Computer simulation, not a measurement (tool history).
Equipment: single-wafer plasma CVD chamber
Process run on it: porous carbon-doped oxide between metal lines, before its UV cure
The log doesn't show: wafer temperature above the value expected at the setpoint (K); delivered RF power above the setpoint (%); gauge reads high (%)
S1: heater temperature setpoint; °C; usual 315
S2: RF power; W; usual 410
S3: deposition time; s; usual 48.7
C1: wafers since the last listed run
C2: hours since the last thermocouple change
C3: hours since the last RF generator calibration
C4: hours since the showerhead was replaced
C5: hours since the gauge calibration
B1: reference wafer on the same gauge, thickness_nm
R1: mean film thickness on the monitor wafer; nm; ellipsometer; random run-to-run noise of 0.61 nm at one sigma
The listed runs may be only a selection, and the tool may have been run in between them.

run,hour,S1,S2,S3,C1,C2,C3,C4,C5,B1,R1
1,0.0,315,410,48.7,0,1128.2,1569.7,7156.6,339.5,200.077,179.050
2,62.8,315,410,48.7,986,1191.0,1632.5,7219.4,402.3,199.959,177.374
3,129.0,323,410,48.7,1040,1257.2,1698.7,7285.6,468.5,199.909,171.739
4,167.7,312,410,48.7,608,1295.9,1737.4,7324.3,507.2,199.876,180.373
5,250.4,312,410,48.7,1299,1378.6,1820.1,7407.0,589.9,200.022,180.342
6,297.0,325,410,51.7,732,1425.2,1866.7,7453.6,636.5,199.909,180.457
# hour 324.2: gauge calibrated
7,393.8,325,410,51.7,1521,1522.0,1963.5,7550.4,69.6,200.053,180.793
8,458.7,302,445,45.2,1019,1586.9,2028.4,7615.3,134.5,199.982,189.513
# hour 535.6: RF generator calibrated
9,560.1,315,410,48.7,1467,1688.3,24.5,7716.7,235.9,199.925,192.710
# hour 619.0: showerhead replaced
10,650.4,302,350,42.8,1293,1778.6,114.8,31.4,326.2,200.108,152.596
# hour 671.8: thermocouple changed; heater temperature recalibrated
11,739.5,302,410,48.7,1274,67.7,203.9,120.5,415.3,199.997,200.814
12,797.0,328,485,54.7,903,125.2,261.4,178.0,472.8,200.122,232.633
13,847.2,315,410,48.7,788,175.4,311.6,228.2,523.0,199.941,187.432
14,910.4,315,410,44.4,993,238.6,374.8,291.4,586.2,199.993,171.058

Forecast each of these 3 alternatives for the next run:
A,910.8,315,410,48.7,6,239.0,375.2,291.8,586.6,?,?
B,910.8,326,375,42.4,6,239.0,375.2,291.8,586.6,?,?
C,910.8,303,370,58.3,6,239.0,375.2,291.8,586.6,?,?

run,B1,R1
A,199.920,187.839
B,199.920,142.739
C,199.920,213.728
Take away the tool's hidden state, keep each run's random variation, and the runs would have read:
run,R1
A,195.285
B,148.598
C,222.501
